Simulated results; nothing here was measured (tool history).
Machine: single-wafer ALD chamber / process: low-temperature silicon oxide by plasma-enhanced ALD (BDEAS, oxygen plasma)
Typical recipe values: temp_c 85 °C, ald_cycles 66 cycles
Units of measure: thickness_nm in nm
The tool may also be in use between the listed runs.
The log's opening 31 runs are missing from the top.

run,hour,temp_c,ald_cycles,wafers since the last listed run,hours since the last thermocouple change,hours since the gauge calibration,"read-back reference wafer on the same gauge, thickness_nm",thickness_nm
32,453.8,85,55,44,111.8,179.9,11.707,8.93
33,466.4,97,54,56,124.4,192.5,11.685,8.378
34,483.5,97,59,76,141.5,209.6,11.692,9.116
35,500,85,66,73,158,226.1,11.701,10.654
36,510.6,93,62,47,168.6,236.7,11.697,9.741
37,519,85,61,37,177,245.1,11.698,9.849
38,529.6,85,66,47,187.6,255.7,11.698,10.638
39,540.1,72,66,46,198.1,266.2,11.706,11.159
40,554.7,98,59,64,212.7,280.8,11.696,9.047
41,567.8,99,66,58,225.8,293.9,11.707,10.115
42,575.6,89,55,34,233.6,301.7,11.703,8.751
43,593.5,85,66,79,251.5,319.6,11.7,10.633
44,602.6,73,66,40,260.6,328.7,11.695,11.099
45,611.9,100,61,41,269.9,338,11.711,9.325
46,629.6,71,55,78,287.6,355.7,11.695,9.369

Each row is a separate what-if for the run after 46, all from the same tool condition, not one after another. Results?
A,630.1,85,56,2,288.1,356.2,?,?
B,630.1,92,78,2,288.1,356.2,?,?
C,630.1,99,59,2,288.1,356.2,?,?
D,630.1,85,63,2,288.1,356.2,?,?
E,630.1,100,59,2,288.1,356.2,?,?

run,"read-back reference wafer on the same gauge, thickness_nm",thickness_nm
A,11.704,9.029
B,11.704,12.265
C,11.704,9.041
D,11.704,10.158
E,11.704,9.016
What these runs would have given with no unlogged condition in the tool:
run,thickness_nm
A,9.029
B,12.265
C,9.041
D,10.158
E,9.016
